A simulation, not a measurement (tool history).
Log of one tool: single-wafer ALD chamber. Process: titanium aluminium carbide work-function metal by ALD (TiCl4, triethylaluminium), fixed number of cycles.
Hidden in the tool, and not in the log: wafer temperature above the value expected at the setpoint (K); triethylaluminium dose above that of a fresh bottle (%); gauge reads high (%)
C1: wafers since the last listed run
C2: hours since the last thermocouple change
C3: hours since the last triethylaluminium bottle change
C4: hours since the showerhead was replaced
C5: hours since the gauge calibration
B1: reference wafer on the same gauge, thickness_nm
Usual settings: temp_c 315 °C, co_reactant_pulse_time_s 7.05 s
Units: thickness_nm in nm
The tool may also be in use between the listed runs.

run 1 hour=0 | temp_c=322 co_reactant_pulse_time_s=7.05 | C1=0 C2=3150.3 C3=1642.9 C4=3623.2 C5=84.4 | B1=2.421 | thickness_nm=2.29
run 2 hour=35.8 | temp_c=322 co_reactant_pulse_time_s=7.05 | C1=402 C2=3186.1 C3=1678.7 C4=3659 C5=120.2 | B1=2.421 | thickness_nm=2.291
run 3 hour=57.2 | temp_c=315 co_reactant_pulse_time_s=6.13 | C1=240 C2=3207.5 C3=1700.1 C4=3680.4 C5=141.6 | B1=2.421 | thickness_nm=2.152
run 4 hour=69.3 | temp_c=315 co_reactant_pulse_time_s=6.13 | C1=136 C2=3219.6 C3=1712.2 C4=3692.5 C5=153.7 | B1=2.421 | thickness_nm=2.153
run 5 hour=87.4 | temp_c=315 co_reactant_pulse_time_s=6.13 | C1=203 C2=3237.7 C3=1730.3 C4=3710.6 C5=171.8 | B1=2.42 | thickness_nm=2.15
run 6 hour=120.1 | temp_c=315 co_reactant_pulse_time_s=7.05 | C1=368 C2=3270.4 C3=1763 C4=3743.3 C5=204.5 | B1=2.418 | thickness_nm=2.232
-- hour=148.1 showerhead replaced
run 7 hour=148.6 | temp_c=315 co_reactant_pulse_time_s=7.05 | C1=230 C2=3298.9 C3=1791.5 C4=0.5 C5=233 | B1=2.42 | thickness_nm=2.248
run 8 hour=164 | temp_c=315 co_reactant_pulse_time_s=7.05 | C1=173 C2=3314.3 C3=1806.9 C4=15.9 C5=248.4 | B1=2.421 | thickness_nm=2.241
run 9 hour=197.5 | temp_c=315 co_reactant_pulse_time_s=7.05 | C1=377 C2=3347.8 C3=1840.4 C4=49.4 C5=281.9 | B1=2.42 | thickness_nm=2.235
run 10 hour=210.1 | temp_c=311 co_reactant_pulse_time_s=8.34 | C1=141 C2=3360.4 C3=1853 C4=62 C5=294.5 | B1=2.421 | thickness_nm=2.297
-- hour=225.6 gauge calibrated
-- hour=248.2 triethylaluminium bottle replaced
-- hour=248.8 thermocouple changed; heater temperature recalibrated
run 11 hour=249.3 | temp_c=315 co_reactant_pulse_time_s=7.05 | C1=344 C2=0.5 C3=1.1 C4=101.2 C5=23.7 | B1=2.421 | thickness_nm=2.245
run 12 hour=256.5 | temp_c=315 co_reactant_pulse_time_s=5.76 | C1=81 C2=7.7 C3=8.3 C4=108.4 C5=30.9 | B1=2.419 | thickness_nm=2.106
run 13 hour=287.4 | temp_c=327 co_reactant_pulse_time_s=5.07 | C1=347 C2=38.6 C3=39.2 C4=139.3 C5=61.8 | B1=2.419 | thickness_nm=2.083
run 14 hour=300.6 | temp_c=302 co_reactant_pulse_time_s=5.43 | C1=148 C2=51.8 C3=52.4 C4=152.5 C5=75 | B1=2.419 | thickness_nm=1.956
run 15 hour=330 | temp_c=311 co_reactant_pulse_time_s=7.05 | C1=330 C2=81.2 C3=81.8 C4=181.9 C5=104.4 | B1=2.417 | thickness_nm=2.208
run 16 hour=359.8 | temp_c=328 co_reactant_pulse_time_s=9.41 | C1=335 C2=111 C3=111.6 C4=211.7 C5=134.2 | B1=2.421 | thickness_nm=2.491
run 17 hour=390.3 | temp_c=306 co_reactant_pulse_time_s=9.48 | C1=343 C2=141.5 C3=142.1 C4=242.2 C5=164.7 | B1=2.423 | thickness_nm=2.296
run 18 hour=419.2 | temp_c=315 co_reactant_pulse_time_s=7.05 | C1=325 C2=170.4 C3=171 C4=271.1 C5=193.6 | B1=2.42 | thickness_nm=2.241

Forecast each of these 4 alternatives for the next run:
run A hour=419.6 | temp_c=308 co_reactant_pulse_time_s=7.05 | C1=4 C2=170.8 C3=171.4 C4=271.5 C5=194 | B1=? | thickness_nm=?
run B hour=419.6 | temp_c=304 co_reactant_pulse_time_s=9.05 | C1=4 C2=170.8 C3=171.4 C4=271.5 C5=194 | B1=? | thickness_nm=?
run C hour=419.6 | temp_c=321 co_reactant_pulse_time_s=7.05 | C1=4 C2=170.8 C3=171.4 C4=271.5 C5=194 | B1=? | thickness_nm=?
run D hour=419.6 | temp_c=315 co_reactant_pulse_time_s=8.73 | C1=4 C2=170.8 C3=171.4 C4=271.5 C5=194 | B1=? | thickness_nm=?

run=A B1=2.419 thickness_nm=2.188
run=B B1=2.419 thickness_nm=2.268
run=C B1=2.419 thickness_nm=2.294
run=D B1=2.419 thickness_nm=2.349
Without the tool's hidden state the same runs would have given:
run=A thickness_nm=2.188
run=B thickness_nm=2.268
run=C thickness_nm=2.294
run=D thickness_nm=2.349
